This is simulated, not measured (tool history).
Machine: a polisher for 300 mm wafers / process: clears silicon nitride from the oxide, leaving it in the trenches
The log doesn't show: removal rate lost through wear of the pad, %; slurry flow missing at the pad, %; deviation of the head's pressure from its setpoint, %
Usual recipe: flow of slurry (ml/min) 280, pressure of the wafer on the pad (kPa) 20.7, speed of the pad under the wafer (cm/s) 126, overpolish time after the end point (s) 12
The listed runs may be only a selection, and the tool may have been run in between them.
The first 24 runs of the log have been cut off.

run	hour	flow of slurry (ml/min)	pressure of the wafer on the pad (kPa)	speed of the pad under the wafer (cm/s)	overpolish time after the end point (s)	wafers since the last listed run	wafers polished on this pad	hours since the slurry nozzle was cleaned	hours since the head pressure was calibrated	incoming thickness of the incoming film, nm	time until the end point was called (s)
25	1247.5	280	25.5	144	12	686	2374	280	131.9	131	88.3
26	1297.3	280	20.7	152	12	517	2892	329.8	181.7	128.6	100
27	1368.2	325	17.2	126	12	736	3628	400.7	252.6	129.6	135.5
28	1431.2	280	26.9	88	12	654	4282	463.7	315.6	132.4	132.5
# hour 1435.2: slurry nozzle cleaned
# hour 1480.7: worn pad replaced by a new one
29	1486.3	315	16.5	126	12	520	58	51.1	370.7	130	138.2
# hour 1491.9: head pressure recalibrated
30	1528.9	280	20.7	126	12	421	480	93.7	37	131.1	121.6
31	1594.9	280	20.7	126	12	685	1165	159.7	103	129.3	118.9
32	1646.1	280	24.1	126	12	531	1697	210.9	154.2	130.1	103.7
33	1690.6	280	20.7	126	12	462	2159	255.4	198.7	130	116.9
34	1757.6	280	18.6	88	9	695	2855	322.4	265.7	130.4	179.2
35	1790	280	16.5	126	17	336	3192	354.8	298.1	128.4	137.3
36	1827.6	280	20.7	126	12	390	3582	392.4	335.7	130.2	112.8

Alternative continuations, all from the tool just after run 36; predict every row:
A	1828.1	280	20.7	126	12	5	3587	392.9	336.2	129.9	?
B	1828.1	280	22.8	126	5	5	3587	392.9	336.2	129.9	?
C	1828.1	280	24.8	142	5	5	3587	392.9	336.2	129.9	?
D	1828.1	280	17.2	126	12	5	3587	392.9	336.2	129.9	?

run	time until the end point was called (s)
A	113.4
B	104.2
C	85.9
D	133.1
With the hidden condition removed and each run's random variation left untouched, the same runs would have given:
run	time until the end point was called (s)
A	121.8
B	111.9
C	92.3
D	142.9
